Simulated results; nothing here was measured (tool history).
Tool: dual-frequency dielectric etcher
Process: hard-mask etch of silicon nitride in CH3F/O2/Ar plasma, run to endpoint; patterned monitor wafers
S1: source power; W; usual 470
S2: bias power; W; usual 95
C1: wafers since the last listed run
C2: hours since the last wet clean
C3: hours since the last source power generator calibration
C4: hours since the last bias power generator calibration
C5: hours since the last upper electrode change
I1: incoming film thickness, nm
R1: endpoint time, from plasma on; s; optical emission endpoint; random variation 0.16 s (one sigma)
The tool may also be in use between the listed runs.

| run | day | S1 | S2 | C1 | C2 | C3 | C4 | C5 | I1 | R1 |
|---|---|---|---|---|---|---|---|---|---|---|
| 1 | 0.000 | 400 | 111 | 0 | 13.1 | 1050.3 | 4004.5 | 1683.3 | 36.86 | 45.9 |
| 2 | 3.225 | 470 | 95 | 710 | 90.5 | 1127.7 | 4081.9 | 1760.7 | 36.66 | 45.7 |
| 3 | 6.200 | 470 | 95 | 655 | 161.9 | 1199.1 | 4153.3 | 1832.1 | 36.82 | 45.5 |
| 4 | 8.062 | 470 | 78 | 410 | 206.6 | 1243.8 | 4198.0 | 1876.8 | 36.88 | 50.7 |
| 5 | 16.912 | 470 | 78 | 1948 | 419.0 | 1456.2 | 4410.4 | 2089.2 | 36.98 | 50.5 |
| 6 | 20.221 | 470 | 95 | 728 | 498.4 | 1535.6 | 4489.8 | 2168.6 | 36.59 | 45.7 |
|  | 23.408 | wet clean of the chamber |
| 7 | 23.429 | 470 | 95 | 486 | 0.5 | 1612.6 | 4566.8 | 2245.6 | 36.74 | 45.6 |
| 8 | 26.179 | 470 | 95 | 605 | 66.5 | 1678.6 | 4632.8 | 2311.6 | 36.92 | 45.7 |
| 9 | 30.638 | 390 | 101 | 981 | 173.5 | 1785.6 | 4739.8 | 2418.6 | 36.75 | 48.5 |
| 10 | 35.125 | 390 | 101 | 988 | 281.2 | 1893.3 | 4847.5 | 2526.3 | 36.75 | 48.7 |
| 11 | 39.217 | 470 | 95 | 901 | 379.4 | 1991.5 | 4945.7 | 2624.5 | 36.73 | 45.8 |
| 12 | 41.783 | 400 | 81 | 565 | 441.0 | 2053.1 | 5007.3 | 2686.1 | 36.77 | 53.6 |
| 13 | 45.096 | 400 | 81 | 729 | 520.5 | 2132.6 | 5086.8 | 2765.6 | 36.80 | 53.7 |
| 14 | 48.383 | 400 | 81 | 723 | 599.4 | 2211.5 | 5165.7 | 2844.5 | 36.82 | 54.1 |
| 15 | 51.738 | 510 | 81 | 738 | 679.9 | 2292.0 | 5246.2 | 2925.0 | 36.62 | 47.5 |
|  | 52.338 | source power generator calibrated |
|  | 53.729 | wet clean of the chamber |
|  | 56.225 | upper electrode replaced |
| 16 | 56.246 | 470 | 75 | 515 | 60.4 | 93.8 | 5354.4 | 0.5 | 36.65 | 51.5 |
|  | 57.688 | bias power generator calibrated |
| 17 | 60.142 | 400 | 74 | 821 | 153.9 | 187.3 | 58.9 | 94.0 | 36.89 | 55.1 |
| 18 | 61.717 | 390 | 89 | 346 | 191.7 | 225.1 | 96.7 | 131.8 | 36.78 | 50.5 |
| 19 | 64.500 | 470 | 79 | 612 | 258.5 | 291.9 | 163.5 | 198.6 | 37.01 | 49.6 |
| 20 | 67.312 | 470 | 75 | 619 | 326.0 | 359.4 | 231.0 | 266.1 | 36.35 | 50.4 |
| 21 | 69.588 | 440 | 95 | 501 | 380.6 | 414.0 | 285.6 | 320.7 | 36.88 | 46.4 |
| 22 | 73.150 | 510 | 81 | 784 | 466.1 | 499.5 | 371.1 | 406.2 | 36.48 | 46.6 |
| 23 | 76.371 | 570 | 119 | 709 | 543.4 | 576.8 | 448.4 | 483.5 | 36.83 | 36.7 |
|  | 78.396 | wet clean of the chamber |
| 24 | 78.929 | 390 | 102 | 343 | 12.8 | 638.2 | 509.8 | 544.9 | 36.65 | 46.8 |
| 25 | 83.258 | 390 | 77 | 953 | 116.7 | 742.1 | 613.7 | 648.8 | 36.66 | 54.8 |
| 26 | 87.246 | 470 | 95 | 878 | 212.4 | 837.8 | 709.4 | 744.5 | 37.19 | 45.2 |
| 27 | 91.167 | 470 | 95 | 863 | 306.5 | 931.9 | 803.5 | 838.6 | 36.75 | 44.8 |
| 28 | 93.775 | 470 | 95 | 574 | 369.1 | 994.5 | 866.1 | 901.2 | 36.71 | 44.7 |
| 29 | 95.279 | 420 | 95 | 331 | 405.2 | 1030.6 | 902.2 | 937.3 | 36.79 | 47.7 |
| 30 | 97.825 | 470 | 95 | 560 | 466.3 | 1091.7 | 963.3 | 998.4 | 36.88 | 45.0 |
| 31 | 100.575 | 510 | 105 | 605 | 532.3 | 1157.7 | 1029.3 | 1064.4 | 36.84 | 41.2 |
|  | 103.488 | wet clean of the chamber |
| 32 | 103.508 | 500 | 109 | 425 | 0.5 | 1228.1 | 1099.7 | 1134.8 | 36.95 | 41.0 |

Run 33 comes next. What will it give?
| 33 | 106.258 | 470 | 95 | 605 | 66.5 | 1294.1 | 1165.7 | 1200.8 | 36.58 | ? |

{"run 33": {"R1": 44.8}}
Without the tool's hidden state the same run would have given R1 44.6 s.
